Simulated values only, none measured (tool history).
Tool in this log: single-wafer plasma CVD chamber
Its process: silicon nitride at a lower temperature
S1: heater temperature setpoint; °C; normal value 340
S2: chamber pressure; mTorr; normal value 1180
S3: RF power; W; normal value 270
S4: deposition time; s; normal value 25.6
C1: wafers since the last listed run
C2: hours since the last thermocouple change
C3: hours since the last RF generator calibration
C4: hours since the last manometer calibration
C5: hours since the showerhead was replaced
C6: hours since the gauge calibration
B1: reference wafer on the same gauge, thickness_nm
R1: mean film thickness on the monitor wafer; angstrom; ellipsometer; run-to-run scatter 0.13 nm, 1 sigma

run,hour,S1,S2,S3,S4,C1,C2,C3,C4,C5,C6,B1,R1
1,0,340,1180,270,22.2,0,1812.4,1905.1,1703.1,6746.2,2957.3,25.093,223.89
2,70.5,340,1180,270,22.2,2383,1882.9,1975.6,1773.6,6816.7,3027.8,25.11,225.28
3,142.2,340,1180,270,25.6,2423,1954.6,2047.3,1845.3,6888.4,3099.5,25.09,256.59
4,196.2,340,1180,270,25.6,1825,2008.6,2101.3,1899.3,6942.4,3153.5,25.069,257.63
5,300.8,340,1180,270,24.3,3535,2113.2,2205.9,2003.9,7047,3258.1,25.064,244.28
6,349.9,340,1180,270,25.6,1659,2162.3,2255,2053,7096.1,3307.2,25.109,257.9
# hour 354.8: gauge calibrated
7,393.1,340,1180,270,25.6,1460,2205.5,2298.2,2096.2,7139.3,38.3,25.128,259.54
8,477.8,351,1040,270,29.3,2863,2290.2,2382.9,2180.9,7224,123,25.067,273.8
9,524.4,349,1400,270,22.4,1575,2336.8,2429.5,2227.5,7270.6,169.6,25.123,243.11
# hour 557.8: RF generator calibrated
10,629.5,340,1180,270,25.6,3282,2441.9,71.7,2332.6,7375.7,274.7,25.101,251.86
# hour 682.8: thermocouple changed; heater temperature recalibrated
11,706.5,340,1180,270,25.6,2332,23.7,148.7,2409.6,7452.7,351.7,25.104,252.97
12,805.4,352,1090,270,29.3,3343,122.6,247.6,2508.5,7551.6,450.6,25.091,275.34
# hour 878.5: capacitance manometer re-zeroed and calibrated
13,1119.8,334,1400,270,23.7,10357,437,562,241.3,7866,765,25.085,249.4
14,1219.6,340,1180,235,25.6,3373,536.8,661.8,341.1,7965.8,864.8,25.089,228.18
15,1290.3,340,1180,270,25.6,2390,607.5,732.5,411.8,8036.5,935.5,25.09,249.1
16,1378.2,345,1360,270,22.1,2971,695.4,820.4,499.7,8124.4,1023.4,25.116,228.2
# hour 1502.2: showerhead replaced
# hour 1527.9: RF generator calibrated, repeated, since the last time left the tool worse
17,1688.8,340,1320,285,23,9958,1006,160.9,810.3,186.6,1334,25.083,260.51
18,1773.1,340,1180,270,25.6,2849,1090.3,245.2,894.6,270.9,1418.3,25.074,263.27
19,2085.8,328,880,215,30.6,10570,1403,557.9,1207.3,583.6,1731,25.108,224.81
20,2190,326,1180,315,25.6,3522,1507.2,662.1,1311.5,687.8,1835.2,25.12,289.2
21,2292,340,990,270,25.6,3448,1609.2,764.1,1413.5,789.8,1937.2,25.107,235.82
22,2335,336,1430,270,30.2,1453,1652.2,807.1,1456.5,832.8,1980.2,25.086,338.17
23,2430.7,350,1180,270,29.4,3235,1747.9,902.8,1552.2,928.5,2075.9,25.099,298.68
24,2519.6,330,1180,310,22.3,3005,1836.8,991.7,1641.1,1017.4,2164.8,25.099,247.47
25,2577.7,340,1180,270,25.6,1964,1894.9,1049.8,1699.2,1075.5,2222.9,25.087,258.71
# hour 2625.5: thermocouple changed; heater temperature recalibrated
26,2679.9,340,1180,270,25.6,3184,54.4,1152,1801.4,1177.7,2325.1,25.102,260.91
27,2747.6,333,980,270,22,2288,122.1,1219.7,1869.1,1245.4,2392.8,25.094,201.25
28,2803.1,340,1410,255,30.4,1876,177.6,1275.2,1924.6,1300.9,2448.3,25.097,325.44

Measured minus without-hidden-state, run by run (identical run-to-run variation in each term; gauge scatter may differ):
The hidden state here: wafer temperature above the value expected at the setpoint (K); delivered RF power above the setpoint (%); true pressure above the setpoint (%); gauge reads high (%).
run,R1
1,-6.73
2,-6.83
3,-7.84
4,-7.92
5,-7.58
6,-8.03
7,-8.11
8,-8.6
9,-7.67
10,-13.39
11,-14.15
12,-16.27
13,-16.73
14,-16.29
15,-17.52
16,-16.38
17,-1.33
18,-2.02
19,-3.47
20,-4.5
21,-4.29
22,-6.36
23,-5.99
24,-4.94
25,-5.63
26,-5.94
27,-4.7
28,-7.75

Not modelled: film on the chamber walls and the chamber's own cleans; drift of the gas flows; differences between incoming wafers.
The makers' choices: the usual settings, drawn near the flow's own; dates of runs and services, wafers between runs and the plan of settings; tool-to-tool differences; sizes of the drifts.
